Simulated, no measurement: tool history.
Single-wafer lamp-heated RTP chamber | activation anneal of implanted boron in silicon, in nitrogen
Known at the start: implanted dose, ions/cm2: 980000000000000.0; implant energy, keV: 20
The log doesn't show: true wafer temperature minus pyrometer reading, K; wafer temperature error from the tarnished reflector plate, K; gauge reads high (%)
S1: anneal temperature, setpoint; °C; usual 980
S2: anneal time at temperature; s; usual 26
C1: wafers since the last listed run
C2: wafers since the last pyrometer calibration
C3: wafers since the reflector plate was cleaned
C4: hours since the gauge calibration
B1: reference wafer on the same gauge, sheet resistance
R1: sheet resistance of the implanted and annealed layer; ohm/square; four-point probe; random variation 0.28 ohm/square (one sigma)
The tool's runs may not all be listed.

run	hour	S1	S2	C1	C2	C3	C4	B1	R1
1	0	980	26	0	845	1948	193.4	158.02	133.75
2	7	980	26	81	926	2029	200.4	157.92	133.39
3	13	980	32	69	996	2099	206.4	158.01	132.38
# hour 26.5: gauge calibrated
4	30	980	32	197	1193	2296	3.5	157.91	131.81
5	56.7	980	32	309	1503	2606	30.2	158.07	131.94
6	73	980	26	189	1692	2795	46.5	157.87	133.93
7	80.7	980	26	89	1781	2885	54.2	158.03	133.23
8	90.5	980	34	113	1895	2999	64	157.86	131.11
9	103.6	980	34	152	2047	3151	77.1	157.98	131.88
10	114.2	980	34	123	2170	3274	87.7	158.03	131.29
11	132	980	26	206	2377	3480	105.5	157.86	133.41
12	143.3	980	26	131	2508	3611	116.8	158	133.45
13	151.6	980	26	96	2604	3708	125.1	158.09	133.49
14	162.6	980	26	127	2732	3835	136.1	158.04	133.6
# hour 172: reflector plate cleaned
15	178.8	980	26	95	2827	78	152.3	157.93	133.98
16	193.1	980	26	165	2993	244	166.6	158.01	133.86
17	205.8	980	26	147	3141	392	179.3	158.14	133.91
18	214	1007	19	95	3236	487	187.5	157.97	123.78
19	221.6	1000	11	88	3324	575	195.1	158.09	127.1
20	232.2	970	21	123	3447	698	205.7	158.04	143.73
21	244.3	997	31	140	3587	838	217.8	157.99	125.31
# hour 263: pyrometer window cleaned and pyrometer calibrated
22	263.5	980	26	129	5	968	237	158.02	133.51
23	275.3	980	26	136	142	1105	248.8	158.07	133.46
24	283.7	992	38	97	239	1203	257.2	158.1	125.59
# hour 284.5: gauge calibrated
25	293.9	998	20	118	358	1321	9.4	158.01	126.42
26	306.9	991	36	150	509	1472	22.4	157.92	126.48
27	323.6	1000	11	193	702	1666	39.1	158.1	127.77
28	338	995	19	167	869	1833	53.5	158.06	127.73
29	345.1	1003	26	82	952	1916	60.6	157.92	124.71
30	353.3	980	26	95	1047	2011	68.8	158.04	134.11
31	363.9	968	33	123	1170	2134	79.4	158.04	140.43
32	370.8	1001	26	80	1250	2214	86.3	157.88	124.16
33	381.3	957	15	121	1372	2336	96.8	158.01	164.86
34	390.4	972	26	105	1478	2441	105.9	158.02	139.59
35	405.6	960	32	176	1654	2618	121.1	158.09	149.66

Forecast each of these 5 alternatives for the next run:
A	406	980	26	4	1659	2622	121.5	?	?
B	406	1010	26	4	1659	2622	121.5	?	?
C	406	989	38	4	1659	2622	121.5	?	?
D	406	993	16	4	1659	2622	121.5	?	?
E	406	980	40	4	1659	2622	121.5	?	?

run	B1	R1
A	158.16	133.57
B	158.16	122.8
C	158.16	127.17
D	158.16	129.09
E	158.16	130.9
Without the tool's hidden state the same runs would have given:
run	R1
A	133.57
B	122.8
C	127.17
D	129.09
E	130.9
